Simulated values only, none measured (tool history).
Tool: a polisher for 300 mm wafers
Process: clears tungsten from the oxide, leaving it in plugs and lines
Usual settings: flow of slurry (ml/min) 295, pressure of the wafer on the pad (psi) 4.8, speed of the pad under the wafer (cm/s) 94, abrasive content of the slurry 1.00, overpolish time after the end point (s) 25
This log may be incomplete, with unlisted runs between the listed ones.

run   hour  flow of slurry (ml/min)  pressure of the wafer on the pad (psi)  speed of the pad under the wafer (cm/s)  abrasive content of the slurry  overpolish time after the end point (s)  incoming thickness of the incoming film, nm  time until the end point was called (s)
  1    0.0                      295                                     4.8                                       94                            1.00                                       25                                        323.3                                     54.6
  2    7.5                      295                                     4.8                                      104                            1.00                                       25                                        324.5                                     50.9
  3   19.1                      295                                     4.8                                      104                            1.00                                       25                                        319.8                                     51.6
  4   35.4                      295                                     4.8                                       94                            1.00                                       25                                        318.1                                     55.2
      41.5  -- worn pad replaced by a new one
  5   42.0                      295                                     4.8                                       94                            1.00                                       25                                        315.6                                     55.9
  6   58.2                      295                                     4.8                                       94                            1.00                                       25                                        324.0                                     59.4
      66.5  -- slurry tank refilled with fresh slurry and peroxide
      71.8  -- slurry blender recalibrated
  7   75.1                      400                                     4.8                                      108                            0.75                                       33                                        313.8                                     45.1
  8   81.6                      295                                     4.8                                       94                            1.00                                       25                                        316.7                                     48.3
  9   94.4                      295                                     4.8                                       94                            1.00                                       25                                        324.9                                     50.7
 10  102.6                      295                                     4.8                                       94                            0.75                                       25                                        317.2                                     54.7
 11  116.5                      195                                     4.8                                       94                            1.00                                       11                                        319.6                                     52.7
 12  131.6                      235                                     4.8                                      124                            1.00                                       38                                        322.2                                     44.9
     160.9  -- worn pad replaced by a new one
     178.2  -- slurry tank refilled with fresh slurry and peroxide
 13  179.0                      380                                     4.8                                       76                            1.00                                       25                                        317.8                                     61.4
 14  194.0                      295                                     3.7                                      102                            1.10                                       11                                        321.5                                     65.8
     209.8  -- slurry blender recalibrated
 15  210.3                      295                                     4.8                                       94                            1.00                                       25                                        317.2                                     46.3
 16  216.8                      245                                     4.8                                      116                            0.75                                       25                                        327.0                                     46.0
 17  227.6                      295                                     6.5                                      120                            1.00                                       25                                        318.3                                     29.7
 18  239.4                      295                                     4.8                                       94                            1.15                                       40                                        321.0                                     49.1
 19  247.0                      295                                     4.8                                       94                            1.00                                       25                                        322.4                                     51.7
 20  261.4                      295                                     4.8                                       94                            1.00                                       25                                        318.9                                     50.3
 21  269.9                      295                                     4.8                                       94                            1.00                                       25                                        322.0                                     52.4
 22  280.8                      345                                     4.8                                       94                            0.90                                       25                                        318.0                                     53.1
 23  288.0                      295                                     4.8                                       94                            1.15                                       25                                        323.8                                     53.1
     294.9  -- worn pad replaced by a new one
 24  297.1                      295                                     4.0                                       94                            1.20                                       25                                        320.0                                     61.6
     303.5  -- slurry tank refilled with fresh slurry and peroxide
 25  308.7                      295                                     4.8                                       78                            1.00                                       11                                        320.5                                     63.5
 26  325.1                      295                                     4.3                                       74                            1.00                                       14                                        321.7                                     73.8
 27  335.7                      295                                     4.8                                       94                            1.00                                       25                                        318.4                                     55.3

Measured minus without-hidden-state, run by run (identical run-to-run variation in each term; gauge scatter may differ):
Hidden state present: removal rate lost through wear of the pad, %; slurry flow missing at the pad, %; deviation of the head's pressure from its setpoint, %; abrasive missing from the slurry, %; peroxide lost from the slurry, %.
run  time until the end point was called (s)
  1                                     +7.2
  2                                     +7.1
  3                                     +7.7
  4                                     +8.7
  5                                     +9.0
  6                                     +9.9
  7                                     +0.7
  8                                     +1.6
  9                                     +3.0
 10                                     +3.9
 11                                     +5.0
 12                                     +5.0
 13                                     +8.7
 14                                     +9.7
 15                                     +0.1
 16                                     +0.9
 17                                     +1.3
 18                                     +3.1
 19                                     +3.9
 20                                     +4.7
 21                                     +5.3
 22                                     +5.8
 23                                     +6.3
 24                                     +7.7
 25                                     +8.1
 26                                     +9.8
 27                                     +7.5
